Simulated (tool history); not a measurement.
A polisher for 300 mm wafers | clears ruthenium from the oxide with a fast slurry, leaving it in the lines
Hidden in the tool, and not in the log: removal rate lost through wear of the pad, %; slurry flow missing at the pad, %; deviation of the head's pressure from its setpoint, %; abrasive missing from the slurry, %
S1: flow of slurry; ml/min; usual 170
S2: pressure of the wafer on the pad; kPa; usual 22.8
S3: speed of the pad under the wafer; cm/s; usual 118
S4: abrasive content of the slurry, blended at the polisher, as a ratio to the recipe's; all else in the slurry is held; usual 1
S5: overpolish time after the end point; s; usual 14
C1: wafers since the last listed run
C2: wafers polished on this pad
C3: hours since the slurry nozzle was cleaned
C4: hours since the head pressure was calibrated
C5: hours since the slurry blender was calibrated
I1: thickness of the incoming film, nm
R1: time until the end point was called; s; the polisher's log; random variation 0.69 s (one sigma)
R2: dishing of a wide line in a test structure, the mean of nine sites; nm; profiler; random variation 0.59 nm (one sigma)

| run | hour | S1 | S2 | S3 | S4 | S5 | C1 | C2 | C3 | C4 | C5 | I1 | R1 | R2 |
|---|---|---|---|---|---|---|---|---|---|---|---|---|---|---|
| 1 | 0 | 170 | 22.8 | 118 | 1 | 14 | 0 | 8305 | 129.1 | 273.4 | 582.1 | 277 | 51.8 | 33.6 |
|  | 21 | worn pad replaced by a new one |
|  | 42.5 | slurry blender recalibrated |
| 2 | 75.4 | 170 | 22.8 | 118 | 1 | 14 | 830 | 626 | 204.5 | 348.8 | 32.9 | 282 | 54.8 | 33.1 |
| 3 | 152.5 | 170 | 22.8 | 118 | 1 | 14 | 923 | 1549 | 281.6 | 425.9 | 110 | 279.7 | 56.6 | 31.9 |
| 4 | 208.7 | 170 | 22.8 | 118 | 1 | 14 | 672 | 2222 | 337.8 | 482.1 | 166.2 | 283.8 | 56.2 | 32.8 |
| 5 | 265.1 | 170 | 22.8 | 118 | 1 | 14 | 675 | 2898 | 394.2 | 538.5 | 222.6 | 275.8 | 55.8 | 32.9 |
| 6 | 359.5 | 170 | 22.8 | 118 | 1 | 14 | 1130 | 4028 | 488.6 | 632.9 | 317 | 279.8 | 56.5 | 33.9 |
|  | 491.2 | slurry nozzle cleaned |
|  | 549.4 | head pressure recalibrated |
| 7 | 599.2 | 170 | 22.8 | 106 | 1.15 | 14 | 2833 | 6862 | 108 | 49.8 | 556.7 | 278 | 59.1 | 32 |
| 8 | 639 | 170 | 22.8 | 88 | 1.3 | 14 | 476 | 7338 | 147.8 | 89.6 | 596.5 | 278.7 | 68.6 | 29.8 |
| 9 | 715.7 | 170 | 22.8 | 118 | 1 | 14 | 918 | 8257 | 224.5 | 166.3 | 673.2 | 280.3 | 57.4 | 31.9 |
|  | 745.8 | slurry blender recalibrated |
| 10 | 786.9 | 170 | 22.8 | 118 | 1 | 14 | 828 | 9085 | 295.7 | 237.5 | 41.1 | 280 | 56 | 33.1 |
|  | 856 | worn pad replaced by a new one, repeated, since the last time left the tool worse |
| 11 | 869.7 | 170 | 28.3 | 118 | 0.85 | 18 | 943 | 163 | 378.5 | 320.3 | 123.9 | 282.6 | 47 | 39.2 |
| 12 | 941.6 | 170 | 22.8 | 132 | 1 | 14 | 860 | 1024 | 450.4 | 392.2 | 195.8 | 282.4 | 44.1 | 37.5 |
|  | 1074 | slurry nozzle cleaned |
| 13 | 1113.1 | 170 | 22.8 | 118 | 1 | 14 | 2041 | 3065 | 39.1 | 563.7 | 367.3 | 282.8 | 51.4 | 33.8 |
| 14 | 1177.5 | 170 | 24.8 | 104 | 1 | 14 | 771 | 3836 | 103.5 | 628.1 | 431.7 | 278.1 | 54.5 | 34 |
| 15 | 1262.4 | 120 | 22.8 | 118 | 0.8 | 14 | 1016 | 4853 | 188.4 | 713 | 516.6 | 281.5 | 60.7 | 30.9 |
|  | 1328.2 | head pressure recalibrated |
| 16 | 1343.8 | 170 | 22.8 | 118 | 1 | 14 | 950 | 5804 | 269.8 | 15.6 | 598 | 275.8 | 51 | 34.2 |
| 17 | 1406 | 120 | 22.8 | 118 | 0.75 | 14 | 744 | 6548 | 332 | 77.8 | 660.2 | 279.9 | 61.7 | 31.2 |
|  | 1450.6 | slurry blender recalibrated |
|  | 1457.2 | worn pad replaced by a new one |
| 18 | 1507.3 | 200 | 22.8 | 136 | 1 | 14 | 1140 | 599 | 433.3 | 179.1 | 56.7 | 277.2 | 41.3 | 37.4 |
| 19 | 1564.7 | 170 | 22.8 | 118 | 1 | 19 | 687 | 1286 | 490.7 | 236.5 | 114.1 | 279.7 | 49.2 | 40.1 |

The next listed run, before its measurement:
| 20 | 1646.7 | 170 | 22.8 | 118 | 1 | 14 | 981 | 2268 | 572.7 | 318.5 | 196.1 | 277.1 | ? | ? |

R1: 51.1 s
R2: 35.7 nm
Without the tool's hidden state the same run would have given R1 49.3 s, R2 36.3 nm.
